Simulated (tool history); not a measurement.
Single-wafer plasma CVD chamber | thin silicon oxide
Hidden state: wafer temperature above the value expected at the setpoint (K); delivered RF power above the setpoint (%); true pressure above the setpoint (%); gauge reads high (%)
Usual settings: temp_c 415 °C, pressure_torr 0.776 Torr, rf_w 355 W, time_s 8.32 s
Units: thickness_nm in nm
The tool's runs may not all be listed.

run   hour  temp_c  pressure_torr  rf_w  time_s  wafers since the last listed run  hours since the last thermocouple change  hours since the last RF generator calibration  hours since the last manometer calibration  hours since the showerhead was replaced  hours since the gauge calibration  read-back reference wafer on the same gauge, thickness_nm  thickness_nm
  1      0     423          0.776   355    9.46                                 0                                       202                                          975.1                                      1785.8                                   4513.1                              810.9                                                     19.089        18.896
  2   25.4     423          0.776   355    9.46                               853                                     227.4                                         1000.5                                      1811.2                                   4538.5                              836.3                                                       19.1        18.922
  3   95.2     423          0.776   355    9.46                              2346                                     297.2                                         1070.3                                        1881                                   4608.3                              906.1                                                     19.102        18.841
  4  165.7     415          0.776   355    8.32                              2369                                     367.7                                         1140.8                                      1951.5                                   4678.8                              976.6                                                     19.103        16.661
  5  235.5     415          0.776   355    8.32                              2346                                     437.5                                         1210.6                                      2021.3                                   4748.6                             1046.4                                                     19.102        16.678
  6  262.3     415          0.776   355    8.32                               900                                     464.3                                         1237.4                                      2048.1                                   4775.4                             1073.2                                                     19.098        16.726
  7  331.1     415          0.776   370    8.32                              2312                                     533.1                                         1306.2                                      2116.9                                   4844.2                               1142                                                     19.087        16.861
  8  401.4     415          0.776   370    8.32                              2363                                     603.4                                         1376.5                                      2187.2                                   4914.5                             1212.3                                                     19.091        16.901
     428.7  -- showerhead replaced, of another model than before
  9  451.7     415          0.776   370    8.32                              1421                                     653.7                                         1426.8                                      2237.5                                       23                             1262.6                                                     19.094         16.96
 10  517.1     420          0.776   355    8.32                              2198                                     719.1                                         1492.2                                      2302.9                                     88.4                               1328                                                     19.109        16.709
 11  550.5     411          0.776   355    8.32                              1122                                     752.5                                         1525.6                                      2336.3                                    121.8                             1361.4                                                     19.101        16.796
     581.3  -- RF generator calibrated
 12  618.5     426          0.678   290    9.96                              2016                                     820.5                                           37.2                                      2404.3                                    189.8                             1429.4                                                     19.112        17.529
     628.5  -- gauge calibrated
 13    643     415          0.776   410    8.32                               823                                       845                                           61.7                                      2428.8                                    214.3                               14.5                                                     19.111        17.649
 14  681.9     415          0.776   355    8.32                              1307                                     883.9                                          100.6                                      2467.7                                    253.2                               53.4                                                     19.105        17.088
 15  712.3     424          0.607   355    8.32                              1021                                     914.3                                            131                                      2498.1                                    283.6                               83.8                                                     19.096         14.13
 16  765.3     415          0.918   320    7.02                              1781                                     967.3                                            184                                      2551.1                                    336.6                              136.8                                                     19.081        15.766
     819.8  -- capacitance manometer re-zeroed and calibrated
 17  829.6     415          0.776   355    8.32                              1892                                    1031.6                                          248.3                                         9.8                                    400.9                              201.1                                                     19.101        17.058
     930.4  -- thermocouple changed; heater temperature recalibrated
 18  941.3     415          0.776   355    8.32                              3486                                      10.9                                            360                                       121.5                                    512.6                              312.8                                                     19.105         17.07
 19  997.1     415           0.93   355    7.78                              1875                                      66.7                                          415.8                                       177.3                                    568.4                              368.6                                                     19.087        17.991
 20   1064     415          0.776   355    8.32                              2248                                     133.6                                          482.7                                       244.2                                    635.3                              435.5                                                     19.101        17.031

The next listed run, before its measurement:
 21  1116.7     422          0.613   405    8.78                              1771                                     186.3                                          535.4                                       296.9                                      688                              488.2                                                          ?             ?

{"run 21": {"read-back reference wafer on the same gauge, thickness_nm": 19.095, "thickness_nm": 15.455}}
Without the tool's hidden state the same run would have given thickness_nm 15.541 nm.
